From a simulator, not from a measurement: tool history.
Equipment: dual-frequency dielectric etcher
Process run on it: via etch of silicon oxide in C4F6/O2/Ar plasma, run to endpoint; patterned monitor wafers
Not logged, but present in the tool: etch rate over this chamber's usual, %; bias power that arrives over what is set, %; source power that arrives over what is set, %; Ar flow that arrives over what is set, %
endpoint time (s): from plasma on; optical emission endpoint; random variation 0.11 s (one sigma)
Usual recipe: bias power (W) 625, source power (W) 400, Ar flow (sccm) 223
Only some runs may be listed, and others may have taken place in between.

run,day,bias power (W),source power (W),Ar flow (sccm),wafers since the last listed run,hours since the last wet clean,hours since the last bias power generator calibration,hours since the last source power generator calibration,hours since the last Ar flow controller change,hours since the last upper electrode change,"incoming incoming film thickness, nm",endpoint time (s)
1,0,625,400,223,0,12.1,2495.7,4341.5,98.4,170.9,112.8,23.1
2,1.496,625,460,192,605,48,2531.6,4377.4,134.3,206.8,112.3,21.2
3,4.362,625,400,223,1159,116.8,2600.4,4446.2,203.1,275.6,113.1,23.2
# day 4.683: source power generator calibrated
# day 5.229: bias power generator calibrated
4,5.288,625,400,223,239,139,1.4,14.5,225.3,297.8,112.8,22.9
5,5.804,625,400,223,209,151.4,13.8,26.9,237.7,310.2,111.5,22.7
6,6.588,625,400,223,316,170.2,32.6,45.7,256.5,329,112.6,22.8
7,7.958,625,400,223,554,203.1,65.5,78.6,289.4,361.9,111.7,22.6
8,9.183,625,400,223,495,232.5,94.9,108,318.8,391.3,111.2,22.5
9,9.921,625,440,223,298,250.2,112.6,125.7,336.5,409,111.7,21.6
10,10.55,625,400,223,254,265.3,127.7,140.8,351.6,424.1,111.8,22.5
11,12.008,625,440,223,590,300.3,162.7,175.8,386.6,459.1,112,21.3
12,13.392,625,400,223,559,333.5,195.9,209,419.8,492.3,111.9,22.2
13,14.075,625,480,256,276,349.9,212.3,225.4,436.2,508.7,112.5,20.8
14,15.417,625,400,223,542,382.1,244.5,257.6,468.4,540.9,111.8,22.3
15,16.658,501,400,223,502,411.9,274.3,287.4,498.2,570.7,112.1,23.7
16,18.079,625,400,223,574,446,308.4,321.5,532.3,604.8,111.7,22.1
17,18.879,625,400,242,323,465.2,327.6,340.7,551.5,624,112,22.4
18,19.971,625,400,223,441,491.4,353.8,366.9,577.7,650.2,112.3,22
# day 21.388: wet clean of the chamber
19,21.408,625,400,223,177,0.5,388.3,401.4,612.2,684.7,112.1,23.5
20,21.45,625,370,223,16,1.5,389.3,402.4,613.2,685.7,111.4,24.1
21,22.579,732,450,170,456,28.6,416.4,429.5,640.3,712.8,110.8,20.1
22,23.942,760,360,258,551,61.3,449.1,462.2,673,745.5,111.1,23.3
23,24.875,769,330,257,377,83.7,471.5,484.6,695.4,767.9,113,24.6
24,25.975,469,330,240,445,110.1,497.9,511,721.8,794.3,111.2,28.4
25,26.683,714,350,245,286,127.1,514.9,528,738.8,811.3,112,24
26,27.208,625,360,198,212,139.7,527.5,540.6,751.4,823.9,111.1,24.1
27,28.55,542,450,205,542,171.9,559.7,572.8,783.6,856.1,111.9,22.3
28,29.904,625,370,263,547,204.4,592.2,605.3,816.1,888.6,113.4,24.9
29,30.95,625,400,223,423,229.5,617.3,630.4,841.2,913.7,111.9,22.9
30,31.588,625,500,223,257,244.8,632.6,645.7,856.5,929,111.4,20.1

Here are 3 independent what-if runs from the current tool condition. What would each one return?
A,31.604,625,400,223,6,245.2,633,646.1,856.9,929.4,112.1,?
B,31.604,550,340,170,6,245.2,633,646.1,856.9,929.4,112.1,?
C,31.604,580,440,258,6,245.2,633,646.1,856.9,929.4,112.1,?

run,endpoint time (s)
A,22.9
B,25.4
C,22.6
With no hidden state in the tool, these same runs would have given:
run,endpoint time (s)
A,23.3
B,25.9
C,23.1

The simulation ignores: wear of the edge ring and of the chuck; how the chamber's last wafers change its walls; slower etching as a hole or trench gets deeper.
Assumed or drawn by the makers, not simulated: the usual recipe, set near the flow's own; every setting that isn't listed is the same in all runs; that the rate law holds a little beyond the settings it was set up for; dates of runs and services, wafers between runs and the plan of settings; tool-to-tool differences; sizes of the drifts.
